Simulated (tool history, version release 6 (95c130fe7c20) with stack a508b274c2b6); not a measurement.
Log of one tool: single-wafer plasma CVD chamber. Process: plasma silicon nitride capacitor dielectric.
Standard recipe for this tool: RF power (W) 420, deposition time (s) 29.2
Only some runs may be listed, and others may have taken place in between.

run,hour,RF power (W),deposition time (s),wafers since the last listed run,hours since the last RF generator calibration,hours since the showerhead was replaced,hours since the gauge calibration,"read-back reference wafer on the same gauge, thickness_nm",mean film thickness on the monitor wafer (nm)
1,0,420,29.2,0,1544.5,5442.1,251.4,48.415,41.714
2,15.2,420,29.2,392,1559.7,5457.3,266.6,48.403,41.751
3,36,420,29.2,536,1580.5,5478.1,287.4,48.412,41.664
4,49.5,420,25.7,348,1594,5491.6,300.9,48.388,36.756
5,76.5,420,25.7,697,1621,5518.6,327.9,48.392,36.759
6,103.2,420,29.2,689,1647.7,5545.3,354.6,48.397,41.648
7,134.9,420,29.2,818,1679.4,5577,386.3,48.396,41.67
8,168.8,420,29.2,875,1713.3,5610.9,420.2,48.407,41.593
9,233.3,420,29.2,1665,1777.8,5675.4,484.7,48.398,41.594
10,261.6,420,27.2,730,1806.1,5703.7,513,48.397,38.69
11,293.4,420,27.2,820,1837.9,5735.5,544.8,48.389,38.723
12,322.1,420,27.2,740,1866.6,5764.2,573.5,48.402,38.779
# hour 323.8: gauge calibrated
13,347.3,420,29.2,650,1891.8,5789.4,23.5,48.398,41.517
14,365.1,420,29.2,459,1909.6,5807.2,41.3,48.406,41.541
15,392.9,420,29.2,717,1937.4,5835,69.1,48.424,41.499
16,424.4,420,29.2,813,1968.9,5866.5,100.6,48.387,41.49
17,494.9,420,29.2,1820,2039.4,5937,171.1,48.437,41.367
18,515.5,380,24.3,531,2060,5957.6,191.7,48.393,33.769
19,548.9,455,25.3,862,2093.4,5991,225.1,48.426,36.506
20,577.7,480,34.5,743,2122.2,6019.8,253.9,48.407,50.165
# hour 595: showerhead replaced
21,669.4,390,25.1,2160,2213.9,74.4,345.6,48.409,34.981
# hour 685.9: RF generator calibrated
22,690.1,470,31.7,327,4.2,95.1,366.3,48.388,46.668
23,708.8,465,35,482,22.9,113.8,385,48.421,51.599
24,731.9,420,29.2,596,46,136.9,408.1,48.376,42.189
25,754,395,33.9,570,68.1,159,430.2,48.405,48.348
26,795.7,365,29.2,1076,109.8,200.7,471.9,48.388,41.134
27,811.9,420,29.2,418,126,216.9,488.1,48.423,42.072
28,842.7,380,31.5,795,156.8,247.7,518.9,48.393,44.674
29,862.4,420,29.2,508,176.5,267.4,538.6,48.377,42.15
30,878.9,390,25.1,425,193,283.9,555.1,48.43,35.745
# hour 898.6: gauge calibrated
31,903.6,440,31.6,637,217.7,308.6,5,48.401,46.018
32,921.8,485,26.8,469,235.9,326.8,23.2,48.38,39.75

Consider 4 possible next runs. They are alternatives, not a sequence: every one starts from the tool as it was left by run 32. What does each give?
A,922.2,420,29.2,10,236.3,327.2,23.6,?,?
B,922.2,460,34.4,10,236.3,327.2,23.6,?,?
C,922.2,375,24.4,10,236.3,327.2,23.6,?,?
D,922.2,470,24.9,10,236.3,327.2,23.6,?,?

run,"read-back reference wafer on the same gauge, thickness_nm",mean film thickness on the monitor wafer (nm)
A,48.386,42.119
B,48.386,50.525
C,48.386,34.438
D,48.386,36.732
With no hidden state in the tool, these same runs would have given:
run,mean film thickness on the monitor wafer (nm)
A,42.173
B,50.591
C,34.482
D,36.779

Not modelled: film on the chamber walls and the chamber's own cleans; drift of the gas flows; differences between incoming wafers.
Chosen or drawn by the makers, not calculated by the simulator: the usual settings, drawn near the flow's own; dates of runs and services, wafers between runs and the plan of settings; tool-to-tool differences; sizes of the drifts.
